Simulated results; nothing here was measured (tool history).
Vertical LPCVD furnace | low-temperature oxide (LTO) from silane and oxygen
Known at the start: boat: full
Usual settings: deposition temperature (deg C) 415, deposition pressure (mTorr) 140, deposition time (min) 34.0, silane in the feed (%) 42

run,hour,deposition temperature (deg C),deposition pressure (mTorr),deposition time (min),silane in the feed (%),"read-back reference wafer on the same gauge, thickness",film thickness on the monitor wafer in the middle of the boat (nm)
1,0.0,415,140,34.0,45,187.78,256.93
2,80.4,415,140,34.0,45,187.91,255.50
3,169.8,415,140,34.0,45,188.15,251.89
4,251.4,415,140,34.0,42,188.00,238.09
5,352.6,415,140,34.0,42,188.22,240.61
6,430.8,415,140,34.0,42,188.12,241.32
# hour 483.7: silane flow controller replaced
7,484.2,410,140,34.0,42,187.94,226.47
8,557.3,415,140,41.0,40,188.10,271.30
9,660.9,411,140,34.0,42,188.12,228.58
10,763.6,424,120,34.0,42,187.98,223.84
11,868.3,409,140,29.5,42,188.30,194.55
12,918.7,415,140,43.0,42,187.86,303.91
13,981.5,424,140,34.0,42,188.09,262.23
14,1035.6,427,115,34.0,46,188.45,239.62
15,1204.5,415,140,34.0,42,187.78,238.26
# hour 1304.8: pressure gauge zeroed
16,1310.5,415,140,34.0,42,188.30,242.95
17,1350.7,415,170,34.0,42,188.27,294.46
# hour 1445.1: thermocouples replaced and temperature profile calibrated
18,1458.4,415,140,34.0,42,188.15,243.67
# hour 1525.1: gauge calibrated
19,1555.8,415,140,46.5,42,188.48,332.39
20,1592.1,415,140,34.0,37,188.08,209.32
21,1671.8,424,155,42.5,42,187.74,370.33
22,1938.2,415,140,41.0,46,187.91,324.93
# hour 2018.3: pressure gauge zeroed, repeated, since the last time left the tool worse
23,2018.8,415,140,34.0,34,188.28,180.53
24,2079.9,419,160,23.0,45,188.14,199.27
25,2137.6,408,140,34.0,42,187.86,215.87
26,2215.4,415,140,34.0,42,187.82,233.64
27,2263.7,415,140,42.0,42,188.22,286.77
28,2352.9,415,140,46.5,35,187.88,254.95
29,2440.5,415,120,34.0,42,187.89,200.24
30,2489.2,415,170,24.5,42,188.05,205.89

What the log doesn't show, run by run:
true tube temperature minus thermocouple reading, K: 0 in every run
deviation of the silane flow from its setpoint, %: 0 in every run
gauge reads high (%): 0 in every run
H1: true pressure minus gauge reading, mTorr
run,H1
1,4.09
2,4.11
3,4.13
4,4.15
5,4.17
6,4.18
7,4.19
8,4.2
9,4.22
10,4.24
11,4.25
12,4.26
13,4.27
14,4.27
15,4.29
16,7.41
17,7.53
18,7.84
19,8.1
20,8.19
21,8.39
22,8.97
23,-0.0263
24,0.156
25,0.322
26,0.536
27,0.663
28,0.887
29,1.09
30,1.2
